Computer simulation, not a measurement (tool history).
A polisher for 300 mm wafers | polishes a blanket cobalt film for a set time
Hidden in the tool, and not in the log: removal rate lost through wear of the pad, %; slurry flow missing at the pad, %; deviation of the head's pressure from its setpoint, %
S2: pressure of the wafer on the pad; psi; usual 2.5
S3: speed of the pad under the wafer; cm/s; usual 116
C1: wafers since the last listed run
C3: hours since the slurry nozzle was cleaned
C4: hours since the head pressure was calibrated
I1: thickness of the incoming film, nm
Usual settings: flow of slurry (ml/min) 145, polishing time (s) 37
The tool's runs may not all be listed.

Run 1, hour 0: usual settings; C1 0; wafers polished on this pad 1429; C3 362.3; C4 262.5; I1 778.2. Result: film removed (nm) 275.
Run 2, hour 60.5: usual settings; C1 764; wafers polished on this pad 2194; C3 422.8; C4 323; I1 781.2. Result: film removed (nm) 279.7.
Run 3, hour 102.7: usual settings; C1 533; wafers polished on this pad 2727; C3 465; C4 365.2; I1 767.8. Result: film removed (nm) 274.1.
Run 4, hour 139.3: usual settings but flow of slurry (ml/min) 135; C1 462; wafers polished on this pad 3189; C3 501.6; C4 401.8; I1 779.7. Result: film removed (nm) 272.3.
At hour 163.9: slurry nozzle cleaned.
At hour 224.3: head pressure recalibrated.
Run 5, hour 235.5: usual settings but flow of slurry (ml/min) 135; C1 1177; wafers polished on this pad 4367; C3 71.6; C4 11.2; I1 776.6. Result: film removed (nm) 268.
Run 6, hour 276.2: usual settings; C1 514; wafers polished on this pad 4882; C3 112.3; C4 51.9; I1 788.3. Result: film removed (nm) 275.
Run 7, hour 360.1: usual settings; C1 1060; wafers polished on this pad 5942; C3 196.2; C4 135.8; I1 788.5. Result: film removed (nm) 264.7.
Run 8, hour 461.2: usual settings but flow of slurry (ml/min) 130; C1 1277; wafers polished on this pad 7219; C3 297.3; C4 236.9; I1 782.1. Result: film removed (nm) 246.1.
At hour 492.7: worn pad replaced by a new one.
Run 9, hour 503.8: usual settings; C1 487; wafers polished on this pad 140; C3 339.9; C4 279.5; I1 784. Result: film removed (nm) 274.1.
Run 10, hour 576.7: usual settings but polishing time (s) 32; C1 921; wafers polished on this pad 1061; C3 412.8; C4 352.4; I1 780. Result: film removed (nm) 238.7.
Run 11, hour 615.9: usual settings but polishing time (s) 32; C1 495; wafers polished on this pad 1556; C3 452; C4 391.6; I1 771. Result: film removed (nm) 233.3.
Run 12, hour 677.5: usual settings but polishing time (s) 32; C1 778; wafers polished on this pad 2335; C3 513.6; C4 453.2; I1 777.4. Result: film removed (nm) 235.2.
At hour 760.5: slurry nozzle cleaned.
Run 13, hour 774.8: usual settings but S2 1.9 psi; C1 1216; wafers polished on this pad 3552; C3 14.3; C4 550.5; I1 781.9. Result: film removed (nm) 222.8.
At hour 857.4: head pressure recalibrated.
Run 14, hour 891.7: usual settings; C1 1452; wafers polished on this pad 5004; C3 131.2; C4 34.3; I1 782.5. Result: film removed (nm) 264.4.
Run 15, hour 949.6: usual settings; C1 731; wafers polished on this pad 5735; C3 189.1; C4 92.2; I1 792.7. Result: film removed (nm) 260.4.
Run 16, hour 1029: usual settings; C1 1003; wafers polished on this pad 6739; C3 268.5; C4 171.6; I1 781.5. Result: film removed (nm) 254.
At hour 1074.8: worn pad replaced by a new one.
Run 17, hour 1114: usual settings; C1 1023; wafers polished on this pad 495; C3 353.5; C4 256.6; I1 787.3. Result: film removed (nm) 272.1.
Run 18, hour 1196.7: usual settings; C1 1045; wafers polished on this pad 1540; C3 436.2; C4 339.3; I1 773.2. Result: film removed (nm) 274.4.
Run 19, hour 1302.3: usual settings but flow of slurry (ml/min) 105, S3 90 cm/s; C1 1334; wafers polished on this pad 2874; C3 541.8; C4 444.9; I1 790.2. Result: film removed (nm) 204.5.
At hour 1346.2: slurry nozzle cleaned.
Run 20, hour 1355.2: usual settings but flow of slurry (ml/min) 125, polishing time (s) 49; C1 655; wafers polished on this pad 3530; C3 9; C4 497.8; I1 769.4. Result: film removed (nm) 367.7.
At hour 1391.6: head pressure recalibrated.
Run 21, hour 1447.9: usual settings but flow of slurry (ml/min) 175, S2 2 psi, polishing time (s) 47; C1 1146; wafers polished on this pad 4677; C3 101.7; C4 56.3; I1 776. Result: film removed (nm) 288.1.
Run 22, hour 1532.2: usual settings but flow of slurry (ml/min) 120, S2 1.7 psi; C1 1065; wafers polished on this pad 5742; C3 186; C4 140.6; I1 763.4. Result: film removed (nm) 189.9.
At hour 1571.7: worn pad replaced by a new one.
Run 23, hour 1588.4: usual settings; C1 659; wafers polished on this pad 210; C3 242.2; C4 196.8; I1 782.8. Result: film removed (nm) 277.3.
Run 24, hour 1644: usual settings but flow of slurry (ml/min) 115, S3 138 cm/s; C1 702; wafers polished on this pad 913; C3 297.8; C4 252.4; I1 780.2. Result: film removed (nm) 320.
Run 25, hour 1748.8: usual settings but flow of slurry (ml/min) 115, S3 138 cm/s; C1 1324; wafers polished on this pad 2237; C3 402.6; C4 357.2; I1 777.9. Result: film removed (nm) 312.9.
Run 26, hour 1951.4: usual settings but S3 150 cm/s; C1 2560; wafers polished on this pad 4798; C3 605.2; C4 559.8; I1 779.7. Result: film removed (nm) 345.2.
At hour 1975.2: head pressure recalibrated.
At hour 1983: slurry nozzle cleaned.
Run 27, hour 2006.5: usual settings but flow of slurry (ml/min) 100, S2 3 psi, S3 100 cm/s, polishing time (s) 41; C1 658; wafers polished on this pad 5456; C3 23.5; C4 31.3; I1 786.7. Result: film removed (nm) 285.9.
Run 28, hour 2063.5: usual settings but S2 3 psi; C1 720; wafers polished on this pad 6176; C3 80.5; C4 88.3; I1 775.1. Result: film removed (nm) 307.3.
At hour 2147.4: worn pad replaced by a new one.
Run 29, hour 2150.9: usual settings but S3 148 cm/s, polishing time (s) 27; C1 1053; wafers polished on this pad 44; C3 167.9; C4 175.7; I1 770.1. Result: film removed (nm) 258.4.
Run 30, hour 2187.1: usual settings but flow of slurry (ml/min) 190, S2 2 psi, polishing time (s) 29; C1 457; wafers polished on this pad 501; C3 204.1; C4 211.9; I1 783.1. Result: film removed (nm) 189.7.
Run 31, hour 2285.4: usual settings; C1 1242; wafers polished on this pad 1743; C3 302.4; C4 310.2; I1 782.1. Result: film removed (nm) 272.3.
Run 32, hour 2368.9: usual settings; C1 1055; wafers polished on this pad 2799; C3 385.9; C4 393.7; I1 779.5. Result: film removed (nm) 269.5.
At hour 2530.9: head pressure recalibrated.
At hour 2552.4: slurry nozzle cleaned.
Run 33, hour 2673: usual settings; C1 3805; wafers polished on this pad 6604; C3 120.6; C4 142.1; I1 794. Result: film removed (nm) 256.5.
At hour 2756.2: worn pad replaced by a new one.
Run 34, hour 2756.7: usual settings but S3 140 cm/s, polishing time (s) 41; C1 1007; wafers polished on this pad 6; C3 204.3; C4 225.8; I1 770.1. Result: film removed (nm) 371.
Run 35, hour 2838.1: usual settings but S2 1.9 psi, polishing time (s) 41; C1 1028; wafers polished on this pad 1034; C3 285.7; C4 307.2; I1 782.5. Result: film removed (nm) 248.2.

Hidden state at the last listed run before each entry between runs and at the first one after, where it differs:
Between runs 4 and 5: slurry nozzle cleaned (hour 163.9); head pressure recalibrated (hour 224.3)
  removal rate lost through wear of the pad, %: 2.04 -> 3.66; slurry flow missing at the pad, %: 33.2 -> 15.2
  measured less the result without the state, film removed (nm): -18.6 -> -15.3
Between runs 8 and 9: worn pad replaced by a new one (hour 492.7)
  removal rate lost through wear of the pad, %: 9.48 -> 1.17; slurry flow missing at the pad, %: 31.8 -> 33.3
  measured less the result without the state, film removed (nm): -38 -> -15.6
Between runs 12 and 13: slurry nozzle cleaned (hour 760.5)
  removal rate lost through wear of the pad, %: 2.12 -> 3.39; slurry flow missing at the pad, %: 36.8 -> 3.63
  measured less the result without the state, film removed (nm): -17.3 -> -8.7
Between runs 13 and 14: head pressure recalibrated (hour 857.4)
  removal rate lost through wear of the pad, %: 3.39 -> 5.61; slurry flow missing at the pad, %: 3.63 -> 18.5
  measured less the result without the state, film removed (nm): -8.7 -> -21.9
Between runs 16 and 17: worn pad replaced by a new one (hour 1074.8)
  removal rate lost through wear of the pad, %: 9.2 -> 0.677; slurry flow missing at the pad, %: 27.5 -> 30.6
  measured less the result without the state, film removed (nm): -35.7 -> -12.9
Between runs 19 and 20: slurry nozzle cleaned (hour 1346.2)
  removal rate lost through wear of the pad, %: 2.08 -> 2.83; slurry flow missing at the pad, %: 34 -> 4.51
  measured less the result without the state, film removed (nm): -15.7 -> -12.7
Between runs 20 and 21: head pressure recalibrated (hour 1391.6)
  removal rate lost through wear of the pad, %: 2.83 -> 4.52; slurry flow missing at the pad, %: 4.51 -> 17.4
  measured less the result without the state, film removed (nm): -12.7 -> -19.3
Between runs 22 and 23: worn pad replaced by a new one (hour 1571.7)
  removal rate lost through wear of the pad, %: 6.48 -> 0.701; slurry flow missing at the pad, %: 24.7 -> 28.1
  measured less the result without the state, film removed (nm): -20.2 -> -12.1
Between runs 26 and 27: head pressure recalibrated (hour 1975.2); slurry nozzle cleaned (hour 1983)
  removal rate lost through wear of the pad, %: 4.72 -> 5.97; slurry flow missing at the pad, %: 36.3 -> 9.57
  measured less the result without the state, film removed (nm): -35.3 -> -22.1
Between runs 28 and 29: worn pad replaced by a new one (hour 2147.4)
  removal rate lost through wear of the pad, %: 7.45 -> 0.842; slurry flow missing at the pad, %: 17.6 -> 26
  measured less the result without the state, film removed (nm): -31.7 -> -10.8
Between runs 32 and 33: head pressure recalibrated (hour 2530.9); slurry nozzle cleaned (hour 2552.4)
  removal rate lost through wear of the pad, %: 2.21 -> 8.56; slurry flow missing at the pad, %: 35.8 -> 19.5
  measured less the result without the state, film removed (nm): -19.7 -> -30.6
Between runs 33 and 34: worn pad replaced by a new one (hour 2756.2)
  removal rate lost through wear of the pad, %: 8.56 -> 0.489; slurry flow missing at the pad, %: 19.5 -> 26.1
  measured less the result without the state, film removed (nm): -30.6 -> -14.2

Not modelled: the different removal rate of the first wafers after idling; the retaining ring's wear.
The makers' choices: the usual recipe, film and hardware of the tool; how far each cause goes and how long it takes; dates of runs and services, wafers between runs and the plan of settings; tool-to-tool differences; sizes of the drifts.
